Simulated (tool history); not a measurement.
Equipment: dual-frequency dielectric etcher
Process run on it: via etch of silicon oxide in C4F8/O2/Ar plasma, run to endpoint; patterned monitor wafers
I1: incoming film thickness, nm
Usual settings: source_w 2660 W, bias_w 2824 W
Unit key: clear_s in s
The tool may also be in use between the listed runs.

Run 1, day 0: usual settings but source_w 3160 W; I1 2280.6. Result: clear_s 337.1 s.
Run 2, day 1.138: usual settings but source_w 3160 W; I1 2277.6. Result: clear_s 335.6 s.
Run 3, day 1.65: usual settings but source_w 3160 W; I1 2265.8. Result: clear_s 334.5 s.
Run 4, day 2.388: usual settings but source_w 3060 W; I1 2247.7. Result: clear_s 336.1 s.
Run 5, day 3.792: usual settings but source_w 3060 W; I1 2270.3. Result: clear_s 341.2 s.
Run 6, day 4.821: usual settings; I1 2244.3. Result: clear_s 362.1 s.
At day 5.729: source power generator calibrated.
At day 6.696: wet clean of the chamber.
Run 7, day 6.717: usual settings; I1 2293.9. Result: clear_s 359.7 s.
Run 8, day 7.496: usual settings but bias_w 3137 W; I1 2270.5. Result: clear_s 348.4 s.
Run 9, day 8.492: usual settings but source_w 2440 W, bias_w 2608 W; I1 2289.1. Result: clear_s 382 s.
Run 10, day 9.325: usual settings but source_w 2320 W, bias_w 3089 W; I1 2275. Result: clear_s 375.6 s.
At day 9.662: bias power generator calibrated.
Run 11, day 10.483: usual settings; I1 2281.8. Result: clear_s 360.2 s.
Run 12, day 11.021: usual settings but source_w 2230 W, bias_w 3384 W; I1 2267.8. Result: clear_s 376.2 s.

Predict the results of run 13:
Run 13, day 11.646: usual settings but source_w 2190 W, bias_w 2202 W; I1 2309.2. Result: clear_s ?.

clear_s: 425.6 s
Had the tool carried no hidden state, the very same run would have given clear_s 423.1 s.

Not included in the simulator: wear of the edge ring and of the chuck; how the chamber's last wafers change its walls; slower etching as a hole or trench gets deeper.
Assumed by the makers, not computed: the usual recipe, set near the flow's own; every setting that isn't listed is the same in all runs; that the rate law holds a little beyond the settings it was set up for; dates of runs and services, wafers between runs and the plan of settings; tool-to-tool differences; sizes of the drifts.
